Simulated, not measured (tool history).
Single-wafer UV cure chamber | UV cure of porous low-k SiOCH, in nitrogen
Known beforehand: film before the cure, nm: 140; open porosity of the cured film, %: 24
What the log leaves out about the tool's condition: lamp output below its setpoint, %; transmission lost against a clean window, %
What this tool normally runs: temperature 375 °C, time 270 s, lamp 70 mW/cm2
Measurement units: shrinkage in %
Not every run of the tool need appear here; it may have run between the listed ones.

run     day  temperature  time  lamp  wafers since the last listed run  hours since the UV bulbs were replaced  wafers since the quartz window was cleaned  shrinkage
  1       0          375   270    70                                 0                                    1266                                        1769     12.382
  2   1.004          375   270    70                               274                                  1290.1                                        2043     12.676
  3    2.25          375   270    70                               340                                    1320                                        2384     12.087
  4   2.933          375   270    70                               186                                  1336.4                                        2571     12.452
  5   3.979          375   270    70                               285                                  1361.5                                        2857     12.337
  6   4.758          375   270    70                               212                                  1380.2                                        3069     12.035
  7   5.333          375   270    70                               157                                    1394                                        3227     12.105
      5.917  -- quartz window cleaned
  8   6.588          375   270    70                               251                                  1424.1                                         183     12.764
  9   7.738          375   270    70                               314                                  1451.7                                         498     12.796
 10     8.9          375   270    70                               317                                  1479.6                                         815     12.475
 11   9.933          375   270    70                               282                                  1504.4                                        1098     12.364
 12  10.917          375   270    70                               268                                    1528                                        1366     12.715
 13  11.442          375   270    70                               143                                  1540.6                                        1510      12.64
 14  12.521          375   270    94                               294                                  1566.5                                        1805     14.057
 15    13.2          375   230    70                               185                                  1582.8                                        1990     11.424
 16  13.721          375   270    70                               142                                  1595.3                                        2133     12.385
 17  14.608          375   270    42                               242                                  1616.6                                        2375      9.856
 18  15.562          375   270    42                               260                                  1639.5                                        2636       9.79
 19  16.683          375   270    42                               306                                  1666.4                                        2942      9.552
      17.15  -- quartz window cleaned
 20  18.162          375   270    70                               313                                  1701.9                                         276     12.846
 21  18.683          391   335    81                               142                                  1714.4                                         418     14.876
 22  19.938          362   270    40                               342                                  1744.5                                         761      9.607
 23  21.383          370   330    81                               395                                  1779.2                                        1156     14.222
     22.529  -- UV bulbs replaced
 24   22.65          393   270    47                               255                                     2.9                                        1411      10.95
 25  25.721          375   205    41                               839                                    76.6                                        2250      8.588
 26  27.042          375   120    70                               360                                   108.3                                        2611      8.134
     27.712  -- quartz window cleaned
 27  27.733          375   350    70                                97                                   124.9                                           5      14.02
 28  28.625          375   335    70                               243                                   146.3                                         249     13.973
 29  29.625          365   415    95                               273                                   170.3                                         522     16.262
 30  30.892          363   270    40                               346                                   200.7                                         869      9.726
 31  32.246          387   270    70                               370                                   233.2                                        1239     12.922
 32  32.788          375   270    49                               148                                   246.2                                        1387     10.624
 33  33.704          375   270    70                               250                                   268.2                                        1637     12.572
 34   34.25          387   375    49                               149                                   281.3                                        1786     12.609
 35  35.383          386   180    70                               309                                   308.5                                        2096     10.672
 36  36.479          375   270    70                               299                                   334.8                                        2396     12.258
 37  37.175          375   325    70                               190                                   351.5                                        2586     13.488
 38   37.95          387   320    89                               211                                   370.1                                        2798      14.73
 39  38.608          375   270    70                               179                                   385.9                                        2978     12.562
 40  39.154          375   270    70                               149                                     399                                        3127     12.214

A few steps of shrinkage between consecutive runs. Split each: what settings, incoming material and random variation would produce without the hidden state, and what is left over for the hidden state, along with gauge scatter present in only one of the two compared results (measured, and without hidden state):
Run 7 -> 8: quartz window cleaned. shrinkage +0.659 %: hidden state +0.718, all else -0.059.
Run 19 -> 20: lamp 42 -> 70, quartz window cleaned. shrinkage +3.294 %: hidden state +0.529, all else +2.765.
Run 21 -> 22: temperature 391 -> 362, time 335 -> 270, lamp 81 -> 40. shrinkage -5.269 %: hidden state -0.056, all else -5.213.
Run 26 -> 27: time 120 -> 350, quartz window cleaned. shrinkage +5.886 %: hidden state +0.61, all else +5.276.
Run 29 -> 30: temperature 365 -> 363, time 415 -> 270, lamp 95 -> 40. shrinkage -6.536 %: hidden state -0.06, all else -6.476.
